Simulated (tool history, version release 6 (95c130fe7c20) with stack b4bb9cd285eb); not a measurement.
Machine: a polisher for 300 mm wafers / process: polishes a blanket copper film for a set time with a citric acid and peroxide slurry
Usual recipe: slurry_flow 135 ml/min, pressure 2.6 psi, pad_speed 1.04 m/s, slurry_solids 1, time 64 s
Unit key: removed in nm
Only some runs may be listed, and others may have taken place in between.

run   hour  slurry_flow  pressure  pad_speed  slurry_solids  time  incoming thickness of the incoming film, nm  removed
  1      0          135       2.6       1.04           1.15    64                                       1249.6    161.5
  2     27          135       2.6       1.04           1.15    64                                       1248.3    159.5
  3     39          115       2.6       1.04              1    64                                       1263.9    149.1
  4     67          115       2.6       1.04              1    64                                       1251.8    149.4
  5   85.8          115       2.6       1.04              1    64                                       1267.9    147.3
      93.8  -- worn pad replaced by a new one
  6   99.7          135       2.6       1.04              1    64                                       1233.8    155.3
  7  133.6          135       2.6       1.04              1    64                                       1229.2    151.8
  8  149.8          135       3.3       1.04              1    64                                       1255.3    186.7
  9  243.8          135       3.3       1.04              1    64                                       1244.3    185.8
     261.9  -- slurry blender recalibrated
 10  262.2          125       3.2       1.04            0.8    78                                       1257.9    222.3
 11  277.7          135       2.6       1.04           1.25    64                                       1271.4      162
     283.9  -- worn pad replaced by a new one
     296.8  -- slurry nozzle cleaned
 12  297.3          135       2.6       1.04              1    64                                       1258.3    155.3
 13  321.3          160       1.9       1.04            1.1    44                                       1227.9     84.6
 14    351          135       2.6       1.04              1    64                                       1235.2    156.3
 15  366.6          135         2       1.04              1    64                                       1236.2    124.1

What does the tool deliver on the next run?
     381.3  -- head pressure recalibrated
 16  391.4          135       2.6        1.3           0.75    64                                       1251.5        ?

{"run 16": {"removed": 176.1}}
With the hidden condition absent and the run-to-run variation left alone, this run would have shown removed 178.5 nm.
